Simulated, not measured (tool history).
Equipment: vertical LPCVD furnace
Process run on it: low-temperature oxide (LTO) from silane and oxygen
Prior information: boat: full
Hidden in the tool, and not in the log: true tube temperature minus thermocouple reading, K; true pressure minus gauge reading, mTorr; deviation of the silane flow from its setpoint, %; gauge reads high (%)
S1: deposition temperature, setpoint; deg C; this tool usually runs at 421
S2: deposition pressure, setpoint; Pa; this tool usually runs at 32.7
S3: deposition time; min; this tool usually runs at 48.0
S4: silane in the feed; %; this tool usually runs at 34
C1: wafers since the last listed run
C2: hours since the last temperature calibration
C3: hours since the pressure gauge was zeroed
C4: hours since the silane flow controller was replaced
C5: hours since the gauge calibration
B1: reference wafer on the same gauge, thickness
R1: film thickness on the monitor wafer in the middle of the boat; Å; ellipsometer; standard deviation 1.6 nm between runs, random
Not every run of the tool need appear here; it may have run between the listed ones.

run	day	S1	S2	S3	S4	C1	C2	C3	C4	C5	B1	R1
1	0.000	421	32.7	48.0	34	0	2110.9	4366.3	4194.9	170.4	489.38	5270.1
2	1.729	421	32.7	48.0	34	723	2152.4	4407.8	4236.4	211.9	488.88	5304.5
3	4.150	421	32.7	48.0	34	1012	2210.5	4465.9	4294.5	270.0	488.72	5283.8
4	6.346	421	38.0	48.0	34	918	2263.2	4518.6	4347.2	322.7	489.36	6170.0
5	7.983	421	32.7	48.0	34	685	2302.5	4557.9	4386.5	362.0	489.44	5313.4
6	9.592	421	32.7	48.0	34	672	2341.1	4596.5	4425.1	400.6	488.96	5295.0
7	11.712	421	30.0	48.0	34	887	2392.0	4647.4	4476.0	451.5	488.67	4880.0
8	13.804	421	32.7	48.0	34	875	2442.2	4697.6	4526.2	501.7	488.83	5302.2
9	16.762	421	32.7	48.0	34	1237	2513.2	4768.6	4597.2	572.7	488.58	5312.9
10	19.104	421	32.7	48.0	34	979	2569.4	4824.8	4653.4	628.9	489.14	5310.5
11	22.004	421	32.7	48.0	34	1213	2639.0	4894.4	4723.0	698.5	489.35	5319.7
12	24.212	421	32.7	48.0	34	923	2692.0	4947.4	4776.0	751.5	489.72	5318.0
# day 26.754: gauge calibrated
# day 26.783: pressure gauge zeroed
# day 26.988: silane flow controller replaced
13	27.008	421	32.7	48.0	34	667	2759.1	5.4	0.5	6.1	488.28	5311.3
14	27.304	421	32.7	48.0	34	123	2766.2	12.5	7.6	13.2	488.93	5360.9
15	28.417	421	38.7	41.5	34	465	2792.9	39.2	34.3	39.9	489.22	5445.6
16	30.462	421	32.7	48.0	34	855	2842.0	88.3	83.4	89.0	489.32	5374.6
17	33.321	413	32.7	48.0	34	1195	2910.6	156.9	152.0	157.6	488.28	4909.0
18	34.971	421	32.7	48.0	34	690	2950.2	196.5	191.6	197.2	488.89	5354.0
19	36.446	421	27.3	35.0	39	617	2985.6	231.9	227.0	232.6	488.69	3869.4
20	38.921	415	32.7	48.0	40	1035	3045.0	291.3	286.4	292.0	489.24	6145.8
21	40.875	421	32.7	48.0	38	817	3091.9	338.2	333.3	338.9	489.04	6159.3
# day 42.642: thermocouples replaced and temperature profile calibrated
22	43.671	421	24.7	48.0	30	751	24.7	405.3	400.4	406.0	488.67	3494.4
23	44.767	421	26.7	48.0	34	458	51.0	431.6	426.7	432.3	488.99	4504.5
24	47.496	421	35.3	63.5	34	1141	116.5	497.1	492.2	497.8	488.93	7854.4
25	49.975	421	32.7	48.0	34	1037	176.0	556.6	551.7	557.3	488.59	5470.9
# day 53.104: thermocouples replaced and temperature profile calibrated, repeated, since the last time left the tool worse
26	54.383	421	32.7	56.5	37	1426	30.7	662.4	657.5	663.1	489.32	6805.7
27	55.400	421	32.7	48.0	30	425	55.1	686.8	681.9	687.5	489.08	4405.6
28	56.875	421	36.0	48.0	31	617	90.5	722.2	717.3	722.9	489.01	5102.9
29	59.362	421	32.7	48.0	34	1040	150.2	781.9	777.0	782.6	488.98	5217.4
30	61.262	429	32.7	36.5	34	794	195.8	827.5	822.6	828.2	488.73	4306.2
31	62.579	414	27.3	33.0	34	550	227.4	859.1	854.2	859.8	488.86	2783.5

What if the next run were any one of these 4? Each begins from the tool's condition after run 31:
A	62.754	421	32.7	48.0	34	73	231.6	863.3	858.4	864.0	?	?
B	62.754	430	35.3	48.0	34	73	231.6	863.3	858.4	864.0	?	?
C	62.754	421	32.7	53.0	30	73	231.6	863.3	858.4	864.0	?	?
D	62.754	428	29.3	48.0	34	73	231.6	863.3	858.4	864.0	?	?

run	B1	R1
A	488.93	5224.2
B	488.93	6209.1
C	488.93	4868.2
D	488.93	5049.3
Take away the tool's hidden state, keep each run's random variation, and the runs would have read:
run	R1
A	5213.9
B	6197.3
C	4858.3
D	5039.6
